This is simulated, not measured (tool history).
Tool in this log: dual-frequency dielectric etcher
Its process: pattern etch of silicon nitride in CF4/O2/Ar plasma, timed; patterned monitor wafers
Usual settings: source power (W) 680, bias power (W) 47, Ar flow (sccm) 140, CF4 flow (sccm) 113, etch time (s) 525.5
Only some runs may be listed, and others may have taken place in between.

run	hour	source power (W)	bias power (W)	Ar flow (sccm)	CF4 flow (sccm)	etch time (s)	read-back reference wafer on the same gauge, depth_nm	mean etch depth across the wafer (nm)
1	0	680	53	140	113	525.5	1462.9	1310.4
2	45.2	680	53	140	113	525.5	1461.2	1318.8
3	98.3	730	47	155	113	525.5	1459.8	1308.9
# hour 118.6: Ar flow controller replaced
# hour 123.4: wet clean of the chamber
4	167.3	730	47	155	113	525.5	1459.9	1290.9
# hour 211.1: CF4 flow controller replaced
5	232.5	730	47	155	113	525.5	1458.6	1296.3
6	288.4	680	47	167	99	525.5	1460.6	1179.5
# hour 318.1: upper electrode replaced
7	318.6	680	47	140	113	663.5	1459	1539.1
# hour 347.8: source power generator calibrated
8	366.9	530	47	140	113	525.5	1459.9	947.9
# hour 389.4: gauge calibrated
9	397.7	680	47	140	113	525.5	1459.1	1228.6
10	511.2	620	47	140	127	525.5	1458	1128
# hour 552.9: wet clean of the chamber
11	553.4	680	47	140	113	525.5	1457.6	1234
12	594.1	680	47	127	140	525.5	1460.3	1269
13	639.9	680	47	164	113	630.5	1460.5	1439.2
14	692.7	760	58	106	140	525.5	1460.4	1640.1
# hour 702.5: bias power generator calibrated
15	732.1	680	47	140	91	525.5	1460.9	1216.3
16	769.3	680	53	160	134	444.5	1458.2	1111.2
17	833.1	680	47	125	138	525.5	1458	1268.9
18	885.5	680	47	140	113	525.5	1459.5	1230.9
19	928.9	680	47	140	113	525.5	1459.3	1220.1
20	992.4	730	47	155	113	525.5	1460.3	1303.8

Exercise: give the hidden state of the tool at every run:
etch rate over this chamber's usual, %: 0 at every run
source power that arrives over what is set, %: 0 at every run
bias power that arrives over what is set, %: 0 at every run
Ar flow that arrives over what is set, %: 0 at every run
CF4 flow that arrives over what is set, %: 0 at every run
gauge reads high (%): 0 at every run
